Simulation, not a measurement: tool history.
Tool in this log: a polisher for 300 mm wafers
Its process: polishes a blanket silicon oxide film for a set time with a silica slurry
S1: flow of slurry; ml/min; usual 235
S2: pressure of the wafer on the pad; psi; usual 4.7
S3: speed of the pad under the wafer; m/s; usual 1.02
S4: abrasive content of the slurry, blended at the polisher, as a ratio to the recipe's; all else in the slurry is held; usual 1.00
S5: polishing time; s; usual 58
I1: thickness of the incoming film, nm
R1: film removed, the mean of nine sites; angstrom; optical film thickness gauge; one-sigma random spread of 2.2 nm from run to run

run	hour	S1	S2	S3	S4	S5	I1	R1
1	0.0	235	4.7	1.02	0.80	58	1271.6	2203
# hour 22.1: worn pad replaced by a new one
2	22.6	235	4.7	1.02	1.00	58	1267.8	2469
3	40.6	235	4.7	1.02	1.00	58	1254.8	2506
4	85.0	235	4.7	1.02	1.00	58	1258.9	2520
5	98.4	235	4.7	1.02	1.00	58	1237.8	2558
# hour 107.9: head pressure recalibrated
# hour 108.0: slurry blender recalibrated
6	111.8	235	4.7	1.02	1.00	58	1272.4	2192
7	137.2	215	4.7	1.02	1.00	58	1237.3	2194
# hour 147.8: worn pad replaced by a new one
8	160.4	215	4.7	1.02	1.00	58	1251.6	2236
9	180.1	215	4.7	1.02	1.00	58	1266.7	2198
10	193.2	235	4.7	1.02	1.00	58	1270.0	2220
11	228.8	195	4.7	1.02	0.75	58	1252.0	1832
# hour 252.6: slurry nozzle cleaned
12	255.8	195	5.8	1.02	0.70	44	1265.4	1660
# hour 265.4: slurry blender recalibrated
13	282.3	235	4.7	1.02	1.00	58	1262.6	2284
# hour 292.0: worn pad replaced by a new one
14	316.8	310	4.7	1.38	1.00	58	1282.5	3006
15	344.6	235	4.7	1.02	1.00	58	1274.1	2263
16	358.4	235	4.7	1.02	1.00	65	1279.0	2550
17	379.6	235	4.7	1.02	1.00	65	1271.6	2511
18	394.2	235	4.7	0.72	0.90	58	1251.2	1610
# hour 399.2: slurry blender recalibrated
# hour 411.3: conditioning disc replaced and pad reconditioned
# hour 446.4: worn pad replaced by a new one
19	459.6	235	4.7	1.02	1.00	58	1258.8	2274
20	472.5	235	4.7	1.02	1.00	75	1252.8	2958
21	493.3	265	5.5	1.14	1.10	58	1239.2	3095
22	526.6	235	3.9	1.02	0.90	78	1248.5	2425
# hour 545.2: slurry blender recalibrated
23	557.4	235	4.7	1.02	1.00	58	1289.0	2281

Expected results for the next run?
24	572.0	235	4.7	0.74	1.00	58	1262.4	?

{"run 24": {"R1": 1790}}
With no hidden state in the tool, this same run would have given R1 1741 angstrom.
